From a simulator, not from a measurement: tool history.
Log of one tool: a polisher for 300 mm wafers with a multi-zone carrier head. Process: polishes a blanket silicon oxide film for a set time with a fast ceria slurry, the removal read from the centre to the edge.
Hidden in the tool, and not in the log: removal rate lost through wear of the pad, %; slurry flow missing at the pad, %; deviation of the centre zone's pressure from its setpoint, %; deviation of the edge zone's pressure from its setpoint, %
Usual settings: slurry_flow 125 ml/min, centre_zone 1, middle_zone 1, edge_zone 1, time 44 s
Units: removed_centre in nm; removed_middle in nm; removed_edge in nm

| run | hour | slurry_flow | centre_zone | middle_zone | edge_zone | time | wafers since the last listed run | wafers polished on this pad | hours since the slurry nozzle was cleaned | hours since the centre zone pressure was calibrated | hours since the edge zone pressure was calibrated | hours since the carrier head's membrane was replaced | incoming thickness of the incoming film, nm | removed_centre | removed_middle | removed_edge |
|---|---|---|---|---|---|---|---|---|---|---|---|---|---|---|---|---|
| 1 | 0 | 125 | 1 | 1 | 1 | 44 | 0 | 6100 | 3.7 | 224.8 | 426.6 | 145.1 | 2006.6 | 652.5 | 638.1 | 637.1 |
| 2 | 79.9 | 90 | 0.89 | 0.89 | 1 | 34 | 872 | 6973 | 83.6 | 304.7 | 506.5 | 225 | 2025.6 | 443.4 | 417.9 | 479.6 |
|  | 96.4 | worn pad replaced by a new one |
| 3 | 120.3 | 125 | 1 | 1 | 1 | 44 | 397 | 261 | 124 | 345.1 | 546.9 | 265.4 | 2054.9 | 656.1 | 635.7 | 636.8 |
| 4 | 212.5 | 160 | 1 | 1 | 1 | 40 | 1006 | 1268 | 216.2 | 437.3 | 639.1 | 357.6 | 2059.3 | 634.7 | 594.9 | 586.6 |
| 5 | 292.2 | 125 | 1 | 1 | 1 | 44 | 870 | 2138 | 295.9 | 517 | 718.8 | 437.3 | 2002.2 | 666.6 | 625.7 | 629.2 |
|  | 366.8 | edge zone pressure recalibrated |
| 6 | 388.6 | 125 | 1.05 | 1.11 | 1 | 44 | 1030 | 3169 | 392.3 | 613.4 | 21.8 | 533.7 | 2038.5 | 686.1 | 693.2 | 625.9 |
| 7 | 444.8 | 125 | 1.06 | 1.03 | 1 | 44 | 613 | 3782 | 448.5 | 669.6 | 78 | 589.9 | 2029.3 | 685.4 | 641.6 | 640.5 |
| 8 | 517.2 | 80 | 0.89 | 1 | 1 | 33 | 790 | 4573 | 520.9 | 742 | 150.4 | 662.3 | 2018.7 | 418.2 | 427.5 | 449.9 |
| 9 | 613.6 | 100 | 1 | 1 | 1 | 38 | 1052 | 5625 | 617.3 | 838.4 | 246.8 | 758.7 | 2041.2 | 536.5 | 514.9 | 524.6 |
|  | 640.6 | slurry nozzle cleaned |
| 10 | 706.6 | 125 | 1 | 0.92 | 1 | 44 | 1004 | 6630 | 66 | 931.4 | 339.8 | 851.7 | 2023.7 | 680.9 | 589.7 | 640.5 |
| 11 | 800.2 | 95 | 1 | 0.97 | 1 | 52 | 1021 | 7652 | 159.6 | 1025 | 433.4 | 945.3 | 2032.8 | 758.9 | 711.4 | 740.4 |
| 12 | 858.9 | 125 | 1 | 1 | 1.09 | 44 | 640 | 8293 | 218.3 | 1083.7 | 492.1 | 1004 | 2038.5 | 678.4 | 636.4 | 670.3 |
| 13 | 906.8 | 125 | 0.94 | 1 | 1 | 39 | 522 | 8816 | 266.2 | 1131.6 | 540 | 1051.9 | 2028.7 | 580.5 | 560.3 | 562.9 |
|  | 929.4 | worn pad replaced by a new one |
| 14 | 979.3 | 90 | 1 | 1 | 1 | 44 | 747 | 544 | 338.7 | 1204.1 | 612.5 | 1124.4 | 2029.2 | 640.7 | 602.9 | 616.6 |
| 15 | 1035.5 | 125 | 1 | 1 | 1 | 44 | 613 | 1158 | 394.9 | 1260.3 | 668.7 | 1180.6 | 2056.9 | 675.3 | 624.3 | 630 |
|  | 1050.1 | centre zone pressure recalibrated |
|  | 1054.4 | edge zone pressure recalibrated |
| 16 | 1143.4 | 100 | 1.09 | 1 | 1 | 44 | 1134 | 2292 | 502.8 | 93.3 | 89 | 1288.5 | 2025.2 | 640.9 | 606.8 | 614.1 |
|  | 1188 | carrier head's membrane replaced by a new one |
| 17 | 1193.4 | 160 | 1.1 | 0.91 | 1 | 34 | 491 | 2784 | 552.8 | 143.3 | 139 | 5.4 | 2002 | 546.5 | 457.2 | 495.1 |
| 18 | 1277.2 | 125 | 0.94 | 1 | 1 | 44 | 914 | 3699 | 636.6 | 227.1 | 222.8 | 89.2 | 2026.5 | 612.4 | 615.4 | 627.2 |
| 19 | 1376.4 | 125 | 1.06 | 0.92 | 1 | 56 | 1083 | 4782 | 735.8 | 326.3 | 322 | 188.4 | 2017.7 | 843.4 | 718.2 | 788.7 |
|  | 1386.4 | slurry nozzle cleaned |
| 20 | 1418.9 | 125 | 0.95 | 0.97 | 1 | 44 | 453 | 5235 | 32.5 | 368.8 | 364.5 | 230.9 | 2049.2 | 641.6 | 634.2 | 632.4 |
|  | 1630.8 | worn pad replaced by a new one |
| 21 | 1708.8 | 100 | 1 | 1.05 | 0.93 | 58 | 3121 | 852 | 322.4 | 658.7 | 654.4 | 520.8 | 2049.4 | 854.2 | 844.1 | 793 |
| 22 | 1773.3 | 145 | 1.09 | 0.91 | 1 | 44 | 704 | 1556 | 386.9 | 723.2 | 718.9 | 585.3 | 2044 | 730.2 | 589 | 656.8 |
|  | 1814.5 | edge zone pressure recalibrated |
| 23 | 1871.1 | 160 | 1 | 0.9 | 1.09 | 52 | 1045 | 2602 | 484.7 | 821 | 56.6 | 683.1 | 2035.5 | 821.6 | 701.6 | 800 |

3 ways to go on from here, each from the tool as it stands after run 23. What would each give?
| A | 1871.5 | 125 | 1 | 1 | 1 | 44 | 4 | 2606 | 485.1 | 821.4 | 57 | 683.5 | 2032.8 | ? | ? | ? |
| B | 1871.5 | 125 | 0.96 | 0.89 | 1 | 44 | 4 | 2606 | 485.1 | 821.4 | 57 | 683.5 | 2032.8 | ? | ? | ? |
| C | 1871.5 | 125 | 1.04 | 0.96 | 0.96 | 50 | 4 | 2606 | 485.1 | 821.4 | 57 | 683.5 | 2032.8 | ? | ? | ? |

| run | removed_centre | removed_middle | removed_edge |
|---|---|---|---|
| A | 671.1 | 625.8 | 634.1 |
| B | 652.7 | 567.8 | 635 |
| C | 782.8 | 687.1 | 707 |
Without the tool's hidden state the same runs would have given:
| run | removed_centre | removed_middle | removed_edge |
|---|---|---|---|
| A | 636.2 | 636.9 | 641.7 |
| B | 618.6 | 577.8 | 642.6 |
| C | 742.2 | 699.2 | 715.5 |
